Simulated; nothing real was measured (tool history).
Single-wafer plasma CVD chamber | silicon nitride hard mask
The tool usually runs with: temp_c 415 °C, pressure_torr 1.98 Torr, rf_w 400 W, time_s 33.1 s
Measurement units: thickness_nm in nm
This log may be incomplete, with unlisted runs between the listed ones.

run,hour,temp_c,pressure_torr,rf_w,time_s,"read-back reference wafer on the same gauge, thickness_nm",thickness_nm
1,0.0,415,1.80,400,35.0,51.009,50.773
# hour 9.5: gauge calibrated
2,14.4,415,1.80,400,35.0,51.012,50.708
3,30.4,415,1.80,400,35.0,51.021,50.805
4,68.1,415,1.98,400,33.1,51.022,49.304
5,81.3,415,1.98,400,33.1,50.941,49.142
6,102.1,415,1.98,400,33.1,51.076,49.209
7,115.1,415,1.98,365,33.1,51.015,46.396
# hour 131.4: showerhead replaced
8,131.9,415,1.98,365,33.1,50.999,46.199
9,139.6,415,1.98,400,33.1,51.059,49.249
10,148.5,415,1.98,400,33.1,51.045,49.337
11,163.2,415,1.98,400,33.1,51.005,49.161
12,173.4,415,1.98,400,33.1,50.967,49.264
13,180.1,415,1.98,400,33.1,51.023,49.305
14,195.3,415,1.98,400,31.3,50.977,46.523
# hour 207.6: capacitance manometer re-zeroed and calibrated
15,208.1,415,1.98,400,33.1,50.959,49.128
16,210.0,415,1.98,400,33.1,50.980,49.512
# hour 218.7: thermocouple changed; heater temperature recalibrated
17,221.7,401,1.98,325,35.3,51.023,45.509
18,236.0,415,1.50,400,33.1,50.967,45.639
19,246.3,415,1.98,345,33.1,50.967,44.442
# hour 260.9: RF generator calibrated
# hour 268.2: gauge calibrated
20,295.6,415,1.98,330,33.1,51.021,41.279
21,305.8,415,1.98,400,33.1,50.970,47.361
22,312.1,411,1.98,355,36.3,51.030,47.746
23,319.7,415,1.98,400,33.1,50.972,47.340
# hour 329.9: RF generator calibrated, repeated, since the last time left the tool worse
24,335.5,415,1.63,400,27.2,51.039,39.711
25,342.7,420,1.98,475,29.6,50.966,51.128
26,351.0,422,2.18,465,33.1,51.001,57.550
27,359.9,415,1.98,365,33.1,50.971,47.617
28,375.8,415,1.62,400,33.1,51.022,48.195
29,392.2,408,1.98,400,33.1,51.032,51.076

For some of the steps in thickness_nm from one run to the next: how much would appear even if the tool had no hidden state, given the settings, what came in and random variation, and how much remains for the hidden state plus any gauge scatter that the measured result and the result without hidden state don't share?
Hidden state present: wafer temperature above the value expected at the setpoint (K); delivered RF power above the setpoint (%); true pressure above the setpoint (%); gauge reads high (%).
Run 19 -> 20: rf_w 345 -> 330, RF generator calibrated, gauge calibrated. thickness_nm -3.163 nm: hidden state -1.678, all else -1.485.
Run 23 -> 24: pressure_torr 1.98 -> 1.63, time_s 33.1 -> 27.2, RF generator calibrated, repeated, since the last time left the tool worse. thickness_nm -7.629 nm: hidden state +3.712, all else -11.341.
Run 24 -> 25: temp_c 415 -> 420, pressure_torr 1.63 -> 1.98, rf_w 400 -> 475, time_s 27.2 -> 29.6. thickness_nm +11.417 nm: hidden state -0.022, all else +11.439.
Run 26 -> 27: temp_c 422 -> 415, pressure_torr 2.18 -> 1.98, rf_w 465 -> 365. thickness_nm -9.933 nm: hidden state -0.015, all else -9.918.
